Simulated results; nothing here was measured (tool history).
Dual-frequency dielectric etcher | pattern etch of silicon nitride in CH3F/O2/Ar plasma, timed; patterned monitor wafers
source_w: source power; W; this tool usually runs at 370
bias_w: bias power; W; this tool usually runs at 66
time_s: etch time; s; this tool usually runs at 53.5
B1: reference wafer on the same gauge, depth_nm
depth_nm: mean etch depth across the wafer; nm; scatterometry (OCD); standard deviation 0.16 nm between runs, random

run 1 hour=0.0 | source_w=340 bias_w=66 time_s=53.5 | B1=40.80 | depth_nm=37.68
run 2 hour=80.0 | source_w=340 bias_w=66 time_s=53.5 | B1=40.81 | depth_nm=37.59
run 3 hour=185.0 | source_w=370 bias_w=66 time_s=53.5 | B1=40.80 | depth_nm=39.01
run 4 hour=312.4 | source_w=420 bias_w=75 time_s=53.5 | B1=40.73 | depth_nm=43.45
-- hour=356.3 bias power generator calibrated
run 5 hour=384.1 | source_w=420 bias_w=75 time_s=53.5 | B1=40.78 | depth_nm=43.74
run 6 hour=439.2 | source_w=420 bias_w=75 time_s=53.5 | B1=40.78 | depth_nm=43.41
run 7 hour=485.5 | source_w=370 bias_w=66 time_s=53.5 | B1=40.76 | depth_nm=39.67
run 8 hour=555.8 | source_w=370 bias_w=66 time_s=53.5 | B1=40.80 | depth_nm=40.41
-- hour=596.7 wet clean of the chamber
run 9 hour=610.3 | source_w=290 bias_w=51 time_s=48.5 | B1=40.76 | depth_nm=28.00
run 10 hour=662.0 | source_w=370 bias_w=66 time_s=53.5 | B1=40.88 | depth_nm=38.19
-- hour=684.3 gauge calibrated
run 11 hour=758.5 | source_w=290 bias_w=59 time_s=47.0 | B1=40.69 | depth_nm=29.92
run 12 hour=869.4 | source_w=370 bias_w=66 time_s=53.5 | B1=40.85 | depth_nm=38.76
-- hour=906.1 upper electrode replaced
-- hour=948.6 source power generator calibrated
run 13 hour=961.9 | source_w=400 bias_w=66 time_s=53.5 | B1=40.84 | depth_nm=39.99
run 14 hour=998.3 | source_w=370 bias_w=77 time_s=53.5 | B1=40.76 | depth_nm=41.97
run 15 hour=1075.8 | source_w=370 bias_w=66 time_s=44.0 | B1=40.87 | depth_nm=32.33
run 16 hour=1116.8 | source_w=330 bias_w=70 time_s=49.0 | B1=40.88 | depth_nm=36.10
run 17 hour=1180.0 | source_w=320 bias_w=73 time_s=48.5 | B1=40.75 | depth_nm=35.91
-- hour=1211.0 wet clean of the chamber
run 18 hour=1249.3 | source_w=290 bias_w=82 time_s=49.0 | B1=40.74 | depth_nm=35.78
run 19 hour=1286.9 | source_w=330 bias_w=66 time_s=53.5 | B1=40.82 | depth_nm=36.89
run 20 hour=1388.5 | source_w=290 bias_w=66 time_s=59.5 | B1=40.79 | depth_nm=39.61
run 21 hour=1426.5 | source_w=370 bias_w=75 time_s=53.5 | B1=40.83 | depth_nm=41.15
run 22 hour=1533.6 | source_w=420 bias_w=79 time_s=65.0 | B1=40.78 | depth_nm=53.18
run 23 hour=1625.7 | source_w=410 bias_w=66 time_s=40.5 | B1=40.84 | depth_nm=30.85
run 24 hour=1674.0 | source_w=280 bias_w=66 time_s=41.0 | B1=40.85 | depth_nm=27.68
run 25 hour=1779.3 | source_w=430 bias_w=66 time_s=53.5 | B1=40.72 | depth_nm=41.99
-- hour=1807.2 wet clean of the chamber
run 26 hour=1824.0 | source_w=450 bias_w=66 time_s=67.5 | B1=40.79 | depth_nm=51.44
run 27 hour=1901.6 | source_w=370 bias_w=66 time_s=53.5 | B1=40.86 | depth_nm=38.48
run 28 hour=1962.1 | source_w=370 bias_w=57 time_s=41.5 | B1=40.69 | depth_nm=27.94
run 29 hour=2015.7 | source_w=370 bias_w=66 time_s=53.5 | B1=40.74 | depth_nm=38.56

Some steps in depth_nm between neighbouring runs. How much of each would the tool show without its hidden state too (settings, what came in, random variation), and how much is left for the hidden state, with any gauge scatter that isn't in both results?
Hidden state at play: etch rate over this chamber's usual, %; source power that arrives over what is set, %; bias power that arrives over what is set, %; gauge reads high (%).
Run 8 -> 9: source_w 370 -> 290, bias_w 66 -> 51, time_s 53.5 -> 48.5, wet clean of the chamber. depth_nm -12.41 nm: hidden state -1.94, all else -10.47.
Run 22 -> 23: source_w 420 -> 410, bias_w 79 -> 66, time_s 65.0 -> 40.5. depth_nm -22.33 nm: hidden state -0.35, all else -21.98.
Run 24 -> 25: source_w 280 -> 430, time_s 41.0 -> 53.5. depth_nm +14.31 nm: hidden state +0.81, all else +13.50.
Run 25 -> 26: source_w 430 -> 450, time_s 53.5 -> 67.5, wet clean of the chamber. depth_nm +9.45 nm: hidden state -1.81, all else +11.26.
